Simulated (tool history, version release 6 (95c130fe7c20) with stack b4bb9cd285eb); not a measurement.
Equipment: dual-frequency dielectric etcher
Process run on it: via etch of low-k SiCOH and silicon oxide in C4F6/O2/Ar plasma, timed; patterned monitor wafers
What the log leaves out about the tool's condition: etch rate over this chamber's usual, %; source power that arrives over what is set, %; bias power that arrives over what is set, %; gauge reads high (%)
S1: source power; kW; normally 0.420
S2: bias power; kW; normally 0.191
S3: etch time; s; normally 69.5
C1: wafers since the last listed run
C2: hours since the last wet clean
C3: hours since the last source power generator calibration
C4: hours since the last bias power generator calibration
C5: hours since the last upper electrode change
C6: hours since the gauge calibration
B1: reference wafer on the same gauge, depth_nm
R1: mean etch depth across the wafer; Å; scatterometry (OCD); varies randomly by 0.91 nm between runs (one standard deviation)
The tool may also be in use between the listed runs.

run	hour	S1	S2	S3	C1	C2	C3	C4	C5	C6	B1	R1
1	0.0	0.490	0.191	69.5	0	276.8	2381.2	4060.2	5214.5	121.3	205.2	2125
2	13.0	0.490	0.191	69.5	112	289.8	2394.2	4073.2	5227.5	134.3	205.1	2101
3	29.0	0.420	0.191	69.5	137	305.8	2410.2	4089.2	5243.5	150.3	205.0	1948
4	36.7	0.420	0.191	69.5	66	313.5	2417.9	4096.9	5251.2	158.0	204.9	1942
5	44.7	0.420	0.191	69.5	68	321.5	2425.9	4104.9	5259.2	166.0	205.1	1931
6	52.5	0.420	0.191	69.5	67	329.3	2433.7	4112.7	5267.0	173.8	205.3	1934
# hour 121.4: wet clean of the chamber
7	121.9	0.420	0.191	69.5	391	0.5	2503.1	4182.1	5336.4	243.2	205.1	1874
8	122.2	0.420	0.191	69.5	2	0.8	2503.4	4182.4	5336.7	243.5	205.0	1864
9	124.0	0.420	0.191	84.0	15	2.6	2505.2	4184.2	5338.5	245.3	205.1	2263
10	141.6	0.420	0.191	84.0	151	20.2	2522.8	4201.8	5356.1	262.9	205.0	2262
# hour 147.9: source power generator calibrated
11	156.8	0.420	0.191	69.5	96	35.4	8.9	4217.0	5371.3	278.1	204.8	1876
# hour 173.1: gauge calibrated
# hour 182.0: upper electrode replaced
12	182.5	0.420	0.191	69.5	14	61.1	34.6	4242.7	0.5	9.4	205.1	1888
13	182.9	0.420	0.191	69.5	3	61.5	35.0	4243.1	0.9	9.8	205.2	1896
14	190.3	0.420	0.191	60.0	63	68.9	42.4	4250.5	8.3	17.2	204.9	1644
15	199.5	0.420	0.221	85.5	79	78.1	51.6	4259.7	17.5	26.4	205.0	2462
16	250.3	0.420	0.191	69.5	437	128.9	102.4	4310.5	68.3	77.2	205.0	1915
17	262.3	0.470	0.191	56.0	103	140.9	114.4	4322.5	80.3	89.2	204.8	1648
# hour 275.5: bias power generator calibrated
18	276.0	0.480	0.239	89.5	83	154.6	128.1	0.5	94.0	102.9	204.9	2907
19	282.7	0.420	0.191	69.5	57	161.3	134.8	7.2	100.7	109.6	205.0	1912
20	297.6	0.360	0.159	89.0	128	176.2	149.7	22.1	115.6	124.5	204.8	2068
21	304.4	0.480	0.172	56.0	58	183.0	156.5	28.9	122.4	131.3	205.2	1609
22	320.3	0.510	0.191	69.5	136	198.9	172.4	44.8	138.3	147.2	204.9	2161
23	335.2	0.420	0.191	69.5	128	213.8	187.3	59.7	153.2	162.1	205.0	1928
24	350.4	0.420	0.191	69.5	130	229.0	202.5	74.9	168.4	177.3	205.0	1931

Hidden state or all else? Some run-to-run changes of R1, split into what the settings, what came in and random variation would give without the hidden state, and what is left for the hidden state (with any gauge scatter that isn't in both results):
Run 6 -> 7: wet clean of the chamber. R1 -60 Å: hidden state -75, all else +15.
Run 17 -> 18: S1 0.470 -> 0.480, S2 0.191 -> 0.239, S3 56.0 -> 89.5, bias power generator calibrated. R1 +1259 Å: hidden state +39, all else +1220.
Run 18 -> 19: S1 0.480 -> 0.420, S2 0.239 -> 0.191, S3 89.5 -> 69.5. R1 -995 Å: hidden state -27, all else -968.
